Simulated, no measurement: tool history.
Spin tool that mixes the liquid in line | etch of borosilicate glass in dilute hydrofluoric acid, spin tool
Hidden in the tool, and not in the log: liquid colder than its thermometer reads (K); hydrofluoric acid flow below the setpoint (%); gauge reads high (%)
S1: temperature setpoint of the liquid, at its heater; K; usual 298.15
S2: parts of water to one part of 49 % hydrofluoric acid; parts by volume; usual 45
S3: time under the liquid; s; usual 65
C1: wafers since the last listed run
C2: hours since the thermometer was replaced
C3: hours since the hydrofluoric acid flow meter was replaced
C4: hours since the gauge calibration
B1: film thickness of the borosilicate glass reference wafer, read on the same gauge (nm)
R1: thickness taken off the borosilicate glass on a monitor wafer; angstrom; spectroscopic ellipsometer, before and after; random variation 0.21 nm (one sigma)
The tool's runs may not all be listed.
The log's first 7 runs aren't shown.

Run 8, hour 291.2: usual settings but S1 300.15 K; C1 413; C2 1174.6; C3 160.6; C4 1046.9; B1 70. Result: R1 247.4 angstrom.
Run 9, hour 349.7: usual settings; C1 787; C2 1233.1; C3 219.1; C4 1105.4; B1 70.02. Result: R1 225.4 angstrom.
Run 10, hour 406.6: usual settings; C1 765; C2 1290; C3 276; C4 1162.3; B1 69.98. Result: R1 227.2 angstrom.
Run 11, hour 445.3: usual settings; C1 520; C2 1328.7; C3 314.7; C4 1201; B1 70.02. Result: R1 221.4 angstrom.
Run 12, hour 480.7: usual settings but S1 301.65 K, S2 55 parts by volume, S3 55 s; C1 476; C2 1364.1; C3 350.1; C4 1236.4; B1 69.98. Result: R1 174.4 angstrom.
Run 13, hour 544.2: usual settings but S2 35 parts by volume; C1 854; C2 1427.6; C3 413.6; C4 1299.9; B1 69.99. Result: R1 291.2 angstrom.
Run 14, hour 570.1: usual settings but S2 65 parts by volume; C1 348; C2 1453.5; C3 439.5; C4 1325.8; B1 69.97. Result: R1 150.4 angstrom.
At hour 595.9: hydrofluoric acid flow meter replaced, repeated, since the last time left the tool worse.
Run 15, hour 673.5: usual settings but S2 25 parts by volume, S3 45 s; C1 1378; C2 1556.9; C3 77.6; C4 1429.2; B1 69.96. Result: R1 341 angstrom.
Run 16, hour 700.5: usual settings but S1 296.15 K, S2 30 parts by volume, S3 50 s; C1 363; C2 1583.9; C3 104.6; C4 1456.2; B1 69.99. Result: R1 286 angstrom.
Run 17, hour 724.9: usual settings but S2 30 parts by volume, S3 90 s; C1 328; C2 1608.3; C3 129; C4 1480.6; B1 69.98. Result: R1 560.1 angstrom.
Run 18, hour 761.1: usual settings but S1 295.65 K; C1 487; C2 1644.5; C3 165.2; C4 1516.8; B1 70.01. Result: R1 237.4 angstrom.
Run 19, hour 825.6: usual settings but S1 296.15 K, S2 30 parts by volume, S3 35 s; C1 868; C2 1709; C3 229.7; C4 1581.3; B1 70. Result: R1 198.8 angstrom.
At hour 840: thermometer replaced.
Run 20, hour 878.3: usual settings but S1 296.65 K; C1 695; C2 38.3; C3 282.4; C4 1634; B1 70.01. Result: R1 246.4 angstrom.
Run 21, hour 920.4: usual settings but S3 85 s; C1 566; C2 80.4; C3 324.5; C4 1676.1; B1 69.99. Result: R1 335 angstrom.
At hour 943.1: gauge calibrated.
Run 22, hour 991.2: usual settings; C1 952; C2 151.2; C3 395.3; C4 48.1; B1 69.95. Result: R1 260.9 angstrom.
Run 23, hour 1045.2: usual settings; C1 726; C2 205.2; C3 449.3; C4 102.1; B1 70.02. Result: R1 257.4 angstrom.
Run 24, hour 1113.8: usual settings but S2 65 parts by volume, S3 50 s; C1 923; C2 273.8; C3 517.9; C4 170.7; B1 70. Result: R1 133.3 angstrom.
Run 25, hour 1146: usual settings but S1 294.65 K, S2 35 parts by volume, S3 85 s; C1 433; C2 306; C3 550.1; C4 202.9; B1 69.99. Result: R1 375.6 angstrom.
Run 26, hour 1210.3: usual settings but S1 294.65 K, S2 40 parts by volume; C1 865; C2 370.3; C3 614.4; C4 267.2; B1 69.99. Result: R1 255.3 angstrom.
Run 27, hour 1275.2: usual settings; C1 873; C2 435.2; C3 679.3; C4 332.1; B1 70. Result: R1 258.1 angstrom.

Forecast run 28:
Run 28, hour 1342.3: usual settings but S1 293.65 K, S3 105 s; C1 903; C2 502.3; C3 746.4; C4 399.2; B1 ?. Result: R1 ?.

Run 28 gave B1 69.99, R1 346.5 angstrom.
Without the tool's hidden state the same run would have given R1 364.6 angstrom.
